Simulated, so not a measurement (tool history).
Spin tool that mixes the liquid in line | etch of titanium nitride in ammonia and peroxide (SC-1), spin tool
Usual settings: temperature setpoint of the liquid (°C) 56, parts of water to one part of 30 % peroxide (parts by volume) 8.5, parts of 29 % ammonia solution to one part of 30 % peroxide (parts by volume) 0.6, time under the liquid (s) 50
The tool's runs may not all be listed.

run     day  temperature setpoint of the liquid (°C)  parts of water to one part of 30 % peroxide (parts by volume)  parts of 29 % ammonia solution to one part of 30 % peroxide (parts by volume)  time under the liquid (s)  read-back film thickness of the titanium nitride reference wafer, read on the same gauge (nm)  thickness taken off the titanium nitride on a monitor wafer (Å)
  1       0                                     60.5                                                            8.5                                                                            0.6                         50                                                                                         109.98                                                             76.2
  2   2.462                                     60.5                                                            8.5                                                                            0.6                         50                                                                                         109.97                                                             75.4
  3   4.846                                       56                                                            8.5                                                                            0.6                         50                                                                                         110.03                                                             56.5
  4     6.7                                       56                                                            8.5                                                                            0.6                         50                                                                                         109.95                                                             56.8
  5   8.971                                       56                                                            8.5                                                                            0.6                         50                                                                                            110                                                             56.4
      9.233  -- thermometer replaced
  6  10.321                                       56                                                             10                                                                            0.5                         30                                                                                         109.94                                                             30.2
  7  11.562                                       56                                                           10.5                                                                            0.6                         35                                                                                            110                                                               35
     14.021  -- new drum of ammonia solution connected
  8  14.233                                       56                                                            8.5                                                                            0.3                         50                                                                                         110.02                                                             49.9
     16.462  -- heated supply line repaired
  9  16.954                                       56                                                            8.5                                                                            0.6                         50                                                                                         109.99                                                             55.9
 10  19.838                                     49.5                                                            8.5                                                                            0.6                         50                                                                                         110.01                                                             35.8
 11  21.058                                       51                                                            8.5                                                                           0.45                         50                                                                                         110.01                                                             38.3
       22.3  -- gauge calibrated
 12  22.604                                       56                                                            8.5                                                                            0.6                         50                                                                                            110                                                             56.2
 13  24.683                                       56                                                            8.5                                                                            0.6                         65                                                                                            110                                                             72.3
 14  27.008                                     62.5                                                            8.5                                                                            0.6                         50                                                                                         109.95                                                             86.1
 15  28.083                                       56                                                            8.5                                                                            0.6                         50                                                                                         110.03                                                             55.8
     29.525  -- ammonia flow meter replaced
 16  29.608                                       56                                                            8.5                                                                           0.35                         50                                                                                         110.03                                                             52.2
 17  31.054                                     49.5                                                           11.5                                                                            0.5                         50                                                                                         109.99                                                             30.5
     33.079  -- new drum of ammonia solution connected
 18  33.612                                       56                                                            8.5                                                                            0.6                         50                                                                                         110.01                                                             57.8
 19  36.042                                       56                                                              6                                                                            0.7                         80                                                                                         110.02                                                            110.2
 20  38.517                                     61.5                                                              7                                                                            0.5                         65                                                                                         110.03                                                            113.8
 21  40.562                                       56                                                            8.5                                                                            0.6                         50                                                                                            110                                                               57
 22  42.404                                       64                                                            8.5                                                                            0.3                         50                                                                                         109.98                                                             85.1
 23  43.804                                       56                                                            8.5                                                                            0.6                         50                                                                                         110.01                                                             56.8
 24    46.3                                       56                                                             12                                                                            0.6                         35                                                                                            110                                                             33.3
 25  48.775                                       56                                                            8.5                                                                            0.6                         50                                                                                         109.97                                                             56.9

3 ways to go on from here, each from the tool as it stands after run 25. What would each give?
  A  48.792                                       56                                                             10                                                                            0.6                         50                                                                                              ?                                                                ?
  B  48.792                                     61.5                                                             12                                                                           0.45                         60                                                                                              ?                                                                ?
  C  48.792                                       53                                                            8.5                                                                            0.6                         30                                                                                              ?                                                                ?

run  read-back film thickness of the titanium nitride reference wafer, read on the same gauge (nm)  thickness taken off the titanium nitride on a monitor wafer (Å)
  A                                                                                         109.99                                                               52
  B                                                                                         109.99                                                             77.6
  C                                                                                         109.99                                                             27.7
Without the tool's hidden state the same runs would have given:
run  thickness taken off the titanium nitride on a monitor wafer (Å)
  A                                                             52.3
  B                                                               78
  C                                                             27.8

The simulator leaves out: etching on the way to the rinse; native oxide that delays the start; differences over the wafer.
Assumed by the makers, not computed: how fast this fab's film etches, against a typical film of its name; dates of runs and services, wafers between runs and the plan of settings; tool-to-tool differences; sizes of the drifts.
